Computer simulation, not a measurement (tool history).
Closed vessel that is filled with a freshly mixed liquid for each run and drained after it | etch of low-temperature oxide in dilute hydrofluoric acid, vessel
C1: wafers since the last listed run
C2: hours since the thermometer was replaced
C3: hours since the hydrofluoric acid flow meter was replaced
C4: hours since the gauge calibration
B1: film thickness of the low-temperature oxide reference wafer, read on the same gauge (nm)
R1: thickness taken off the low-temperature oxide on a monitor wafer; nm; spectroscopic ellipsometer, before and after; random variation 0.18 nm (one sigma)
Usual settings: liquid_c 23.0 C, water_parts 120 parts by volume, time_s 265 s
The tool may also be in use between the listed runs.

run 1 day=0.000 | liquid_c=23.0 water_parts=120 time_s=195 | C1=0 C2=706.9 C3=447.5 C4=239.3 | B1=30.00 | R1=22.96
run 2 day=2.979 | liquid_c=23.0 water_parts=120 time_s=195 | C1=5802 C2=778.4 C3=519.0 C4=310.8 | B1=30.00 | R1=23.33
run 3 day=3.904 | liquid_c=23.0 water_parts=120 time_s=350 | C1=1801 C2=800.6 C3=541.2 C4=333.0 | B1=29.99 | R1=41.73
run 4 day=4.596 | liquid_c=27.0 water_parts=120 time_s=265 | C1=1347 C2=817.2 C3=557.8 C4=349.6 | B1=29.99 | R1=37.17
run 5 day=5.158 | liquid_c=27.0 water_parts=120 time_s=265 | C1=1095 C2=830.7 C3=571.3 C4=363.1 | B1=30.00 | R1=37.32
run 6 day=9.008 | liquid_c=27.0 water_parts=120 time_s=265 | C1=7498 C2=923.1 C3=663.7 C4=455.5 | B1=30.01 | R1=37.52
run 7 day=10.275 | liquid_c=23.0 water_parts=120 time_s=265 | C1=2467 C2=953.5 C3=694.1 C4=485.9 | B1=30.02 | R1=32.88
run 8 day=11.325 | liquid_c=23.0 water_parts=120 time_s=265 | C1=2045 C2=978.7 C3=719.3 C4=511.1 | B1=30.00 | R1=32.62
run 9 day=12.067 | liquid_c=23.0 water_parts=120 time_s=265 | C1=1444 C2=996.5 C3=737.1 C4=528.9 | B1=30.02 | R1=32.90
run 10 day=13.446 | liquid_c=23.0 water_parts=120 time_s=265 | C1=2686 C2=1029.6 C3=770.2 C4=562.0 | B1=30.01 | R1=33.08
run 11 day=14.000 | liquid_c=23.0 water_parts=120 time_s=265 | C1=1079 C2=1042.9 C3=783.5 C4=575.3 | B1=29.98 | R1=33.36
run 12 day=15.238 | liquid_c=23.0 water_parts=120 time_s=265 | C1=2410 C2=1072.6 C3=813.2 C4=605.0 | B1=30.03 | R1=33.18
run 13 day=16.262 | liquid_c=23.0 water_parts=120 time_s=295 | C1=1996 C2=1097.2 C3=837.8 C4=629.6 | B1=29.99 | R1=37.64
run 14 day=17.708 | liquid_c=20.0 water_parts=135 time_s=265 | C1=2816 C2=1131.9 C3=872.5 C4=664.3 | B1=29.99 | R1=26.12
-- day=17.983 thermometer replaced
run 15 day=18.267 | liquid_c=20.0 water_parts=135 time_s=265 | C1=1006 C2=6.8 C3=885.9 C4=677.7 | B1=30.01 | R1=23.47
-- day=19.458 hydrofluoric acid flow meter replaced
run 16 day=19.479 | liquid_c=23.0 water_parts=120 time_s=265 | C1=2280 C2=35.9 C3=0.5 C4=706.8 | B1=30.00 | R1=28.05
run 17 day=20.388 | liquid_c=23.0 water_parts=90 time_s=125 | C1=1769 C2=57.7 C3=22.3 C4=728.6 | B1=29.99 | R1=18.17
run 18 day=21.579 | liquid_c=26.5 water_parts=120 time_s=205 | C1=2320 C2=86.3 C3=50.9 C4=757.2 | B1=30.02 | R1=25.37
run 19 day=22.908 | liquid_c=19.5 water_parts=75 time_s=210 | C1=2588 C2=118.2 C3=82.8 C4=789.1 | B1=30.01 | R1=32.87
run 20 day=23.571 | liquid_c=20.0 water_parts=170 time_s=265 | C1=1290 C2=134.1 C3=98.7 C4=805.0 | B1=29.97 | R1=16.85
run 21 day=24.650 | liquid_c=23.0 water_parts=120 time_s=265 | C1=2101 C2=160.0 C3=124.6 C4=830.9 | B1=30.00 | R1=28.85
run 22 day=25.646 | liquid_c=27.5 water_parts=70 time_s=120 | C1=1939 C2=183.9 C3=148.5 C4=854.8 | B1=30.00 | R1=28.78
-- day=26.671 gauge calibrated
run 23 day=27.054 | liquid_c=23.0 water_parts=90 time_s=145 | C1=2742 C2=217.7 C3=182.3 C4=9.2 | B1=29.99 | R1=22.09
run 24 day=28.246 | liquid_c=19.5 water_parts=155 time_s=390 | C1=2320 C2=246.3 C3=210.9 C4=37.8 | B1=30.00 | R1=27.94
run 25 day=28.788 | liquid_c=28.0 water_parts=120 time_s=370 | C1=1054 C2=259.3 C3=223.9 C4=50.8 | B1=29.99 | R1=49.61
run 26 day=29.867 | liquid_c=19.0 water_parts=120 time_s=415 | C1=2101 C2=285.2 C3=249.8 C4=76.7 | B1=30.01 | R1=39.21
run 27 day=30.846 | liquid_c=23.0 water_parts=120 time_s=265 | C1=1907 C2=308.7 C3=273.3 C4=100.2 | B1=29.99 | R1=29.49
run 28 day=31.596 | liquid_c=27.5 water_parts=75 time_s=390 | C1=1460 C2=326.7 C3=291.3 C4=118.2 | B1=30.01 | R1=88.05
run 29 day=32.354 | liquid_c=23.0 water_parts=120 time_s=350 | C1=1476 C2=344.9 C3=309.5 C4=136.4 | B1=30.00 | R1=39.14
run 30 day=33.500 | liquid_c=23.0 water_parts=120 time_s=265 | C1=2231 C2=372.4 C3=337.0 C4=163.9 | B1=30.00 | R1=29.79

Forecast each of these 5 alternatives for the next run:
run A day=33.529 | liquid_c=23.0 water_parts=120 time_s=265 | C1=56 C2=373.1 C3=337.7 C4=164.6 | B1=? | R1=?
run B day=33.529 | liquid_c=25.5 water_parts=120 time_s=185 | C1=56 C2=373.1 C3=337.7 C4=164.6 | B1=? | R1=?
run C day=33.529 | liquid_c=27.5 water_parts=120 time_s=265 | C1=56 C2=373.1 C3=337.7 C4=164.6 | B1=? | R1=?
run D day=33.529 | liquid_c=21.0 water_parts=60 time_s=125 | C1=56 C2=373.1 C3=337.7 C4=164.6 | B1=? | R1=?
run E day=33.529 | liquid_c=23.0 water_parts=160 time_s=265 | C1=56 C2=373.1 C3=337.7 C4=164.6 | B1=? | R1=?

run=A B1=30.00 R1=30.20
run=B B1=30.00 R1=23.23
run=C B1=30.00 R1=35.89
run=D B1=30.00 R1=28.22
run=E B1=30.00 R1=21.65
Without the tool's hidden state the same runs would have given:
run=A R1=28.16
run=B R1=21.67
run=C R1=33.50
run=D R1=26.30
run=E R1=20.18

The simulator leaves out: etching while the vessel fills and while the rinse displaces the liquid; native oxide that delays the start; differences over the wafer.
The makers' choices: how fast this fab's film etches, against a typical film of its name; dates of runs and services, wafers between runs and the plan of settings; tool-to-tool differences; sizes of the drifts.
